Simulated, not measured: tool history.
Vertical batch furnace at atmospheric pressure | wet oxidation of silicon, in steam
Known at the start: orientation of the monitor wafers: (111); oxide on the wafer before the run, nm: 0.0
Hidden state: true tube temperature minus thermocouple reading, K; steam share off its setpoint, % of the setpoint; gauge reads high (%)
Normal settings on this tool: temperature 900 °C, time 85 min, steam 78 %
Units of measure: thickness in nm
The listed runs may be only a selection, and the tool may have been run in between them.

run,hour,temperature,time,steam,wafers since the last listed run,hours since the last temperature calibration,hours since the steam generator was serviced,hours since the gauge calibration,"read-back reference wafer on the same gauge, thickness",thickness
1,0,900,85,72,0,3054.9,689.1,821,228.81,245.59
# hour 93.7: gauge calibrated
2,106.2,900,85,72,1559,3161.1,795.3,12.5,228.9,244.97
3,184.4,888,85,78,1148,3239.3,873.5,90.7,229.11,226.21
4,241.3,888,85,78,835,3296.2,930.4,147.6,228.75,226.54
5,333,900,85,78,1346,3387.9,1022.1,239.3,229.11,261.77
6,406.1,900,85,78,1073,3461,1095.2,312.4,229.27,261.91
7,478.1,900,85,78,1057,3533,1167.2,384.4,228.94,261.16
8,531.8,900,114.5,78,788,3586.7,1220.9,438.1,229.07,329.71
9,629.1,900,114.5,78,1429,3684,1318.2,535.4,229.08,329.17
# hour 741.7: thermocouples replaced and temperature profile calibrated
10,742.2,900,85,78,1308,0.5,1431.3,648.5,228.86,261.59
11,801,900,85,78,863,59.3,1490.1,707.3,229,261.79
12,884.1,883,114.5,78,1220,142.4,1573.2,790.4,228.81,271.29
13,983.3,908,104,72,1457,241.6,1672.4,889.6,228.97,312.29
# hour 1019.6: steam generator serviced
14,1032.5,910,111,82,370,290.8,12.9,938.8,229.1,367.91
15,1126,922,99.5,84,1373,384.3,106.4,1032.3,228.86,382.15
# hour 1179.9: gauge calibrated
16,1190.3,900,85,88,944,448.6,170.7,10.4,229.2,286.78
17,1291.4,900,60,78,1485,549.7,271.8,111.5,228.86,196.81
18,1351.8,900,85,78,887,610.1,332.2,171.9,229.23,261.26
19,1394.3,888,85,78,624,652.6,374.7,214.4,228.98,225.89

Run 20, settings as shown, results not yet in. Your forecast:
20,1468.3,875,121.5,82,1086,726.6,448.7,288.4,?,?

Run 20 yielded read-back reference wafer on the same gauge, thickness 229.17, thickness 267.9 nm.
Were there no unlogged condition in the tool, this run, its random variation unchanged, would have produced thickness 267.9 nm.
